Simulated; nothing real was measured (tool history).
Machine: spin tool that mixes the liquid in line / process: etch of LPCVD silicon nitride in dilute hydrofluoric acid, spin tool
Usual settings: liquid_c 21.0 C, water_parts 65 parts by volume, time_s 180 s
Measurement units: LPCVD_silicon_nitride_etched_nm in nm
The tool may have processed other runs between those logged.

| run | hour | liquid_c | water_parts | time_s | wafers since the last listed run | hours since the thermometer was replaced | hours since the hydrofluoric acid flow meter was replaced | hours since the gauge calibration | read-back film thickness of the LPCVD silicon nitride reference wafer, read on the same gauge (nm) | LPCVD_silicon_nitride_etched_nm |
|---|---|---|---|---|---|---|---|---|---|---|
| 1 | 0.0 | 21.0 | 80 | 180 | 0 | 1339.8 | 717.7 | 1291.5 | 110.019 | 0.963 |
| 2 | 104.6 | 21.0 | 80 | 180 | 1041 | 1444.4 | 822.3 | 1396.1 | 110.006 | 0.959 |
| 3 | 197.5 | 21.0 | 65 | 180 | 924 | 1537.3 | 915.2 | 1489.0 | 110.009 | 1.092 |
| 4 | 299.2 | 21.0 | 65 | 180 | 1012 | 1639.0 | 1016.9 | 1590.7 | 110.041 | 1.171 |
| 5 | 400.4 | 21.0 | 65 | 180 | 1007 | 1740.2 | 1118.1 | 1691.9 | 109.986 | 1.120 |
| 6 | 478.5 | 22.5 | 55 | 180 | 777 | 1818.3 | 1196.2 | 1770.0 | 109.980 | 1.472 |
| 7 | 535.4 | 21.0 | 65 | 180 | 566 | 1875.2 | 1253.1 | 1826.9 | 110.012 | 1.087 |
| 8 | 608.7 | 21.0 | 65 | 180 | 729 | 1948.5 | 1326.4 | 1900.2 | 109.965 | 1.194 |
| 9 | 645.8 | 21.0 | 65 | 180 | 369 | 1985.6 | 1363.5 | 1937.3 | 110.028 | 1.165 |
| 10 | 694.4 | 18.0 | 65 | 180 | 483 | 2034.2 | 1412.1 | 1985.9 | 109.977 | 0.954 |
|  | 715.8 | hydrofluoric acid flow meter replaced |
| 11 | 754.4 | 18.0 | 65 | 180 | 587 | 2094.2 | 38.6 | 2045.9 | 110.007 | 0.932 |
| 12 | 836.5 | 21.0 | 65 | 180 | 817 | 2176.3 | 120.7 | 2128.0 | 110.023 | 1.131 |
| 13 | 874.8 | 21.0 | 65 | 180 | 381 | 2214.6 | 159.0 | 2166.3 | 109.981 | 1.105 |
| 14 | 937.2 | 18.5 | 90 | 100 | 621 | 2277.0 | 221.4 | 2228.7 | 109.997 | 0.387 |
| 15 | 1026.3 | 21.0 | 75 | 85 | 887 | 2366.1 | 310.5 | 2317.8 | 109.990 | 0.498 |
| 16 | 1110.3 | 23.5 | 65 | 180 | 836 | 2450.1 | 394.5 | 2401.8 | 109.960 | 1.384 |
| 17 | 1157.3 | 21.0 | 45 | 125 | 467 | 2497.1 | 441.5 | 2448.8 | 110.021 | 1.132 |
|  | 1208.8 | gauge calibrated |
| 18 | 1210.3 | 19.5 | 65 | 180 | 527 | 2550.1 | 494.5 | 1.5 | 109.993 | 1.036 |
|  | 1248.0 | thermometer replaced |
| 19 | 1455.0 | 18.5 | 80 | 85 | 2426 | 207.0 | 739.2 | 246.2 | 110.005 | 0.387 |
| 20 | 1528.8 | 21.0 | 65 | 180 | 734 | 280.8 | 813.0 | 320.0 | 109.990 | 1.198 |
| 21 | 1615.0 | 21.0 | 65 | 180 | 858 | 367.0 | 899.2 | 406.2 | 110.041 | 1.152 |
| 22 | 1651.1 | 21.0 | 45 | 180 | 359 | 403.1 | 935.3 | 442.3 | 109.995 | 1.557 |
| 23 | 1696.4 | 18.5 | 50 | 285 | 451 | 448.4 | 980.6 | 487.6 | 109.972 | 1.986 |
| 24 | 1778.9 | 21.0 | 65 | 180 | 821 | 530.9 | 1063.1 | 570.1 | 110.061 | 1.145 |
| 25 | 1837.1 | 21.0 | 75 | 85 | 579 | 589.1 | 1121.3 | 628.3 | 110.043 | 0.477 |
| 26 | 1941.2 | 21.0 | 65 | 180 | 1036 | 693.2 | 1225.4 | 732.4 | 109.958 | 1.146 |
|  | 2218.1 | hydrofluoric acid flow meter replaced |
| 27 | 2256.2 | 17.0 | 65 | 145 | 3126 | 1008.2 | 38.1 | 1047.4 | 110.015 | 0.717 |
| 28 | 2315.7 | 18.0 | 50 | 75 | 592 | 1067.7 | 97.6 | 1106.9 | 110.000 | 0.500 |
| 29 | 2393.9 | 18.5 | 75 | 125 | 778 | 1145.9 | 175.8 | 1185.1 | 109.987 | 0.572 |
| 30 | 2496.3 | 18.0 | 90 | 215 | 1019 | 1248.3 | 278.2 | 1287.5 | 109.977 | 0.762 |
| 31 | 2537.9 | 18.5 | 85 | 180 | 414 | 1289.9 | 319.8 | 1329.1 | 110.027 | 0.763 |

Forecast each of these 5 alternatives for the next run:
| A | 2538.4 | 21.0 | 65 | 180 | 4 | 1290.4 | 320.3 | 1329.6 | ? | ? |
| B | 2538.4 | 21.0 | 65 | 220 | 4 | 1290.4 | 320.3 | 1329.6 | ? | ? |
| C | 2538.4 | 25.0 | 55 | 180 | 4 | 1290.4 | 320.3 | 1329.6 | ? | ? |
| D | 2538.4 | 26.0 | 65 | 150 | 4 | 1290.4 | 320.3 | 1329.6 | ? | ? |
| E | 2538.4 | 21.0 | 65 | 240 | 4 | 1290.4 | 320.3 | 1329.6 | ? | ? |

| run | read-back film thickness of the LPCVD silicon nitride reference wafer, read on the same gauge (nm) | LPCVD_silicon_nitride_etched_nm |
|---|---|---|
| A | 109.990 | 1.162 |
| B | 109.990 | 1.420 |
| C | 109.990 | 1.794 |
| D | 109.990 | 1.355 |
| E | 109.990 | 1.549 |
Take away the tool's hidden state, keep each run's random variation, and the runs would have read:
| run | LPCVD_silicon_nitride_etched_nm |
|---|---|
| A | 1.162 |
| B | 1.420 |
| C | 1.794 |
| D | 1.355 |
| E | 1.549 |

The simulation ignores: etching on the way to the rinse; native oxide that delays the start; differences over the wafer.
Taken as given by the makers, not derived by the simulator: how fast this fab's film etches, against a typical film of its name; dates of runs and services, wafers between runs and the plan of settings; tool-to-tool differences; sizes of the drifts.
